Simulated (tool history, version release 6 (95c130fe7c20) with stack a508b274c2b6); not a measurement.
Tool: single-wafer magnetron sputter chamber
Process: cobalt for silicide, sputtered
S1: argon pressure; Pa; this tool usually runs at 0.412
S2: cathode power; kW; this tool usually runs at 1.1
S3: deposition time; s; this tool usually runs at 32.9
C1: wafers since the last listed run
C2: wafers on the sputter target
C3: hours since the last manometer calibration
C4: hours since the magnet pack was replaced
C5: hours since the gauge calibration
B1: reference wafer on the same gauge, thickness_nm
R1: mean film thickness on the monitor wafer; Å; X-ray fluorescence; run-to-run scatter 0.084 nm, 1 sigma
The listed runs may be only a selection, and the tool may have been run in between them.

run,hour,S1,S2,S3,C1,C2,C3,C4,C5,B1,R1
1,0,0.412,1.1,32.9,0,1393,325.3,5323.7,372.9,15.511,173.64
2,58,0.412,1.1,32.9,630,2024,383.3,5381.7,430.9,15.504,172.39
3,106.4,0.412,1.1,29.1,526,2550,431.7,5430.1,479.3,15.502,152.6
# hour 154.4: sputter target and shields replaced
4,190.1,0.412,1.1,29.1,823,388,515.4,5513.8,563,15.509,153.93
5,282.7,0.412,1.1,29.1,1006,1395,608,5606.4,655.6,15.492,153.67
6,367.3,0.412,1.3,32.9,919,2315,692.6,5691,740.2,15.493,208.24
7,455.3,0.412,1.3,32.9,956,3272,780.6,5779,828.2,15.493,206.41
# hour 509.5: sputter target and shields replaced
8,557.1,0.412,1.1,32.9,1019,517,882.4,5880.8,930,15.512,174.03
9,617.7,0.412,1.1,32.9,658,1176,943,5941.4,990.6,15.501,173.95
# hour 644.1: magnet pack replaced
10,719.6,0.412,1.1,32.9,1021,2197,1044.9,75.5,1092.5,15.482,175.95
11,768.2,0.336,1.1,36.2,528,2725,1093.5,124.1,1141.1,15.498,197.33
12,864.9,0.412,1.35,32.9,1051,3777,1190.2,220.8,1237.8,15.504,215.86
# hour 878.1: sputter target and shields replaced
13,945.5,0.316,1.1,29.4,789,733,1270.8,301.4,1318.4,15.503,160.85
# hour 1173.1: sputter target and shields replaced
14,1173.7,0.493,1.1,35.2,2394,6,1499,529.6,1546.6,15.502,183.74
# hour 1256.2: capacitance manometer re-zeroed and calibrated
15,1265.2,0.412,1.1,32.9,907,914,9,621.1,1638.1,15.491,173
# hour 1303.2: gauge calibrated
16,1345.3,0.506,1.1,28.1,870,1785,89.1,701.2,42.1,15.5,143.47
17,1424,0.476,1,26.6,855,2640,167.8,779.9,120.8,15.511,124.28
18,1513.1,0.412,1.1,32.9,968,3609,256.9,869,209.9,15.503,172.61
# hour 1533.3: sputter target and shields replaced
19,1595.1,0.412,1.1,32.9,804,671,338.9,951,291.9,15.496,173.52
20,1644.8,0.412,1.1,32.9,540,1212,388.6,1000.7,341.6,15.491,174.94

What if the next run were any one of these 5? Each begins from the tool's condition after run 20:
A,1645.2,0.324,1.1,32.9,4,1216,389,1001.1,342,?,?
B,1645.2,0.32,0.9,35.2,4,1216,389,1001.1,342,?,?
C,1645.2,0.287,0.8,30.5,4,1216,389,1001.1,342,?,?
D,1645.2,0.412,1.1,35.5,4,1216,389,1001.1,342,?,?
E,1645.2,0.412,0.9,32.9,4,1216,389,1001.1,342,?,?

run,B1,R1
A,15.506,178.87
B,15.506,156.79
C,15.506,122.13
D,15.506,187.35
E,15.506,142.06
Without the tool's unlogged condition, the same runs would have read:
run,R1
A,178.16
B,156.18
C,121.7
D,186.38
E,141.33
